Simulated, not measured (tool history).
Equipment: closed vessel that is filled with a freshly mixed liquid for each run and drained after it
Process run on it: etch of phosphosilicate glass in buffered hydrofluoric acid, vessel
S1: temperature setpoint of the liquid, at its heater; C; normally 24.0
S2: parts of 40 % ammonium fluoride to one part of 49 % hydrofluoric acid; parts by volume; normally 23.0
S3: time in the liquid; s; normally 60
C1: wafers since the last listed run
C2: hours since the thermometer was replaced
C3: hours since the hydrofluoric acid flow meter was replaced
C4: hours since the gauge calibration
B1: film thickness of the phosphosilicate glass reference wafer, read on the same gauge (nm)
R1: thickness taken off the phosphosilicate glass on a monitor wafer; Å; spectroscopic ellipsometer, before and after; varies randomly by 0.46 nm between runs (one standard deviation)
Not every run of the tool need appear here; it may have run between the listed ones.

run,hour,S1,S2,S3,C1,C2,C3,C4,B1,R1
1,0.0,27.5,23.0,60,0,953.8,262.1,1533.5,109.98,1629.2
2,58.2,27.5,23.0,60,4086,1012.0,320.3,1591.7,110.01,1621.1
3,118.1,27.5,23.0,60,4206,1071.9,380.2,1651.6,110.00,1630.8
4,150.5,24.0,23.0,60,2275,1104.3,412.6,1684.0,109.97,1349.1
5,203.5,24.0,23.0,60,3721,1157.3,465.6,1737.0,109.98,1349.7
6,253.0,24.0,23.0,60,3475,1206.8,515.1,1786.5,110.02,1355.1
7,466.5,24.0,23.0,60,14991,1420.3,728.6,2000.0,109.99,1362.8
8,510.3,28.0,28.0,60,3075,1464.1,772.4,2043.8,109.99,1484.9
9,549.6,19.5,18.5,60,2759,1503.4,811.7,2083.1,109.99,1275.7
10,620.2,24.0,23.0,60,4957,1574.0,882.3,2153.7,110.01,1367.7
11,682.3,24.0,17.5,75,4360,1636.1,944.4,2215.8,109.99,2179.8
# hour 702.5: gauge calibrated
12,734.7,24.0,23.0,60,3679,1688.5,996.8,32.2,109.96,1373.3
13,792.9,27.5,23.0,60,4086,1746.7,1055.0,90.4,109.97,1665.4
14,822.1,27.5,27.5,90,2050,1775.9,1084.2,119.6,110.03,2212.9
15,893.5,24.0,23.0,60,5013,1847.3,1155.6,191.0,110.01,1383.0
# hour 1052.1: hydrofluoric acid flow meter replaced
16,1086.3,21.0,27.0,35,13467,2040.1,34.2,383.8,110.04,587.7
17,1135.4,24.0,30.0,60,3447,2089.2,83.3,432.9,110.02,1109.6
# hour 1199.1: thermometer replaced
18,1199.8,24.0,23.0,60,4451,0.7,147.7,497.3,110.01,1333.7
19,1250.7,26.0,25.5,60,3574,51.6,198.6,548.2,109.98,1391.1
20,1304.3,24.0,23.0,60,3763,105.2,252.2,601.8,109.98,1336.4
21,1350.0,24.0,14.5,35,3208,150.9,297.9,647.5,110.00,1185.9
22,1377.8,24.0,23.0,60,1952,178.7,325.7,675.3,109.98,1336.1
23,1428.0,20.5,23.0,75,3524,228.9,375.9,725.5,110.03,1387.0
24,1496.0,26.5,26.0,75,4774,296.9,443.9,793.5,110.02,1768.7
25,1618.3,24.0,23.0,60,8587,419.2,566.2,915.8,110.00,1349.6
26,1673.8,24.0,19.0,60,3897,474.7,621.7,971.3,109.99,1586.8
27,1728.0,27.0,23.0,80,3805,528.9,675.9,1025.5,110.03,2126.6
28,1773.3,21.5,28.5,60,3180,574.2,721.2,1070.8,110.00,1022.2
29,1838.7,22.0,30.0,30,4592,639.6,786.6,1136.2,110.00,504.5
30,1878.1,26.0,16.0,35,2766,679.0,826.0,1175.6,110.00,1233.6
31,1909.3,24.0,28.0,30,2190,710.2,857.2,1206.8,109.97,596.5

Below are 5 alternative next runs, each starting from the tool's condition after run 31. Predict each:
A,1910.0,24.0,23.0,50,49,710.9,857.9,1207.5,?,?
B,1910.0,19.5,25.5,80,49,710.9,857.9,1207.5,?,?
C,1910.0,20.0,19.5,85,49,710.9,857.9,1207.5,?,?
D,1910.0,22.5,30.0,30,49,710.9,857.9,1207.5,?,?
E,1910.0,29.0,25.5,60,49,710.9,857.9,1207.5,?,?

run,B1,R1
A,109.99,1133.9
B,109.99,1315.6
C,109.99,1765.8
D,109.99,521.6
E,109.99,1660.7
With no hidden state in the tool, these same runs would have given:
run,R1
A,1100.9
B,1277.1
C,1692.5
D,506.4
E,1612.7

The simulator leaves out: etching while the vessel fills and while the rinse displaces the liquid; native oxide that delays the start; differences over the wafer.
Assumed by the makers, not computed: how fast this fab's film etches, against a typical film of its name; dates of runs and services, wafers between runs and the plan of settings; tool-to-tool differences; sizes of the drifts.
